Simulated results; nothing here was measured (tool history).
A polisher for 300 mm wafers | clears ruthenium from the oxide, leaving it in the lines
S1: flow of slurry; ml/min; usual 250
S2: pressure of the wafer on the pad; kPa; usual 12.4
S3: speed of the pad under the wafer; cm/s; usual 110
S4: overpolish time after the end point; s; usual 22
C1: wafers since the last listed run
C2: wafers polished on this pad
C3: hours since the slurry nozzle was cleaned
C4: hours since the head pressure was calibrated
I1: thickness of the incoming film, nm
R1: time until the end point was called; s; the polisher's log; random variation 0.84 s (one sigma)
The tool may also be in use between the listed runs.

run	hour	S1	S2	S3	S4	C1	C2	C3	C4	I1	R1
1	0	250	12.4	110	22	0	652	647.9	698.3	90.4	70
# hour 5.2: head pressure recalibrated
2	65.2	250	12.4	110	22	679	1331	713.1	60	90.6	76.5
3	89.7	250	12.4	110	22	263	1595	737.6	84.5	89.7	76.5
4	121.4	250	12.4	110	22	341	1936	769.3	116.2	88.4	76
5	170.4	250	12.4	110	22	527	2463	818.3	165.2	89.8	77.5
6	223.1	250	12.4	110	22	566	3030	871	217.9	90.9	77.4
# hour 229.5: slurry nozzle cleaned
# hour 265: worn pad replaced by a new one
7	289.1	250	12.4	110	22	656	259	59.6	283.9	88.7	71.4
8	358.9	250	12.4	110	22	750	1010	129.4	353.7	89.6	71.7
9	384.3	250	12.4	110	22	273	1283	154.8	379.1	89.4	72.3
10	421.6	250	12.4	110	22	401	1684	192.1	416.4	89.7	74.7
11	466.6	250	12.4	110	22	484	2169	237.1	461.4	89.4	73.9
12	505.5	250	12.4	110	22	418	2587	276	500.3	91.4	75.9
# hour 546.9: worn pad replaced by a new one
13	547.9	250	12.4	110	22	413	10	318.4	542.7	89.8	67.3
14	619.2	250	12.4	110	22	767	777	389.7	614	89.9	71
15	667.6	250	12.4	110	22	520	1298	438.1	662.4	89.7	70.1
16	709	250	12.4	110	22	445	1743	479.5	703.8	89.3	72.7
17	749.8	250	13.8	110	28	438	2182	520.3	744.6	90	66.8
18	786	335	15.9	110	22	389	2571	556.5	780.8	90.4	59.1
# hour 796.1: head pressure recalibrated
19	812.6	215	13.8	96	31	264	2836	583.1	16.5	89.9	84.2
# hour 872.1: worn pad replaced by a new one
20	874.3	250	12.4	110	22	620	24	644.8	78.2	90.1	73.3
21	932.9	220	14.5	124	12	630	654	703.4	136.8	89.9	58.6
# hour 984.9: slurry nozzle cleaned
22	1002.8	275	12.4	142	22	741	1395	17.9	206.7	90.9	58.2
23	1056.8	325	10.3	134	22	580	1976	71.9	260.7	90.2	70.4
24	1096.5	250	12.4	132	26	427	2403	111.6	300.4	89.5	63.3
# hour 1150.3: worn pad replaced by a new one
25	1243.8	335	9	110	22	1541	1005	258.9	447.7	90.7	89
26	1302.1	250	9	96	34	627	1632	317.2	506	88.9	104.1
27	1365.6	250	15.9	110	22	683	2316	380.7	569.5	90.9	58.7
28	1430.7	250	12.4	86	13	700	3016	445.8	634.6	89.8	94.2

4 ways to go on from here, each from the tool as it stands after run 28. What would each give?
A	1431.1	250	12.4	110	34	4	3020	446.2	635	89.7	?
B	1431.1	180	9	126	10	4	3020	446.2	635	89.7	?
C	1431.1	175	10.3	110	22	4	3020	446.2	635	89.7	?
D	1431.1	190	15.9	128	29	4	3020	446.2	635	89.7	?

run	R1
A	73.1
B	87.1
C	89
D	53.9
Without the tool's hidden state the same runs would have given:
run	R1
A	73.5
B	87.4
C	89.4
D	54.2
